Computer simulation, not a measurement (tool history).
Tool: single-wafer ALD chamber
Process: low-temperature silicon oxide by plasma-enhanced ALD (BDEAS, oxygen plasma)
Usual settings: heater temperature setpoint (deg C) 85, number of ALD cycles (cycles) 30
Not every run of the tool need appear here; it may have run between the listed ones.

| run | hour | heater temperature setpoint (deg C) | number of ALD cycles (cycles) | read-back reference wafer on the same gauge, thickness_nm | mean film thickness on the monitor wafer (angstrom) |
|---|---|---|---|---|---|
| 1 | 0 | 85 | 31 | 4.358 | 45.52 |
|  | 21.5 | gauge calibrated |
| 2 | 35.1 | 85 | 31 | 4.357 | 45.54 |
| 3 | 65.5 | 85 | 31 | 4.362 | 45.45 |
| 4 | 79.4 | 85 | 30 | 4.362 | 43.82 |
| 5 | 101.4 | 85 | 30 | 4.363 | 44 |
| 6 | 117.1 | 85 | 30 | 4.361 | 44.01 |
| 7 | 171.5 | 85 | 30 | 4.363 | 44.08 |
| 8 | 195.2 | 85 | 26 | 4.357 | 38.26 |
| 9 | 223.5 | 85 | 26 | 4.36 | 38.22 |
| 10 | 241.8 | 85 | 26 | 4.355 | 38.17 |
| 11 | 259.7 | 79 | 30 | 4.361 | 44.87 |
| 12 | 290.7 | 79 | 30 | 4.367 | 44.83 |
| 13 | 305.2 | 76 | 32 | 4.359 | 48.31 |
| 14 | 325 | 73 | 25 | 4.356 | 37.96 |
| 15 | 350 | 98 | 30 | 4.361 | 42.28 |
| 16 | 369.7 | 96 | 25 | 4.361 | 35.41 |
|  | 395.3 | thermocouple changed; heater temperature recalibrated |
| 17 | 400.9 | 85 | 30 | 4.357 | 44.09 |
| 18 | 422.7 | 85 | 30 | 4.363 | 44.09 |
|  | 448.3 | gauge calibrated |
| 19 | 456.1 | 90 | 30 | 4.361 | 43.34 |
| 20 | 481.8 | 85 | 30 | 4.361 | 43.87 |
| 21 | 501.6 | 77 | 35 | 4.355 | 52.71 |

Run 22 comes next. What will it give?
| 22 | 515.8 | 85 | 33 | ? | ? |

Run 22 came out at read-back reference wafer on the same gauge, thickness_nm 4.358, mean film thickness on the monitor wafer (angstrom) 48.38.
Minus the tool's unlogged condition, the same run would have read mean film thickness on the monitor wafer (angstrom) 48.38.

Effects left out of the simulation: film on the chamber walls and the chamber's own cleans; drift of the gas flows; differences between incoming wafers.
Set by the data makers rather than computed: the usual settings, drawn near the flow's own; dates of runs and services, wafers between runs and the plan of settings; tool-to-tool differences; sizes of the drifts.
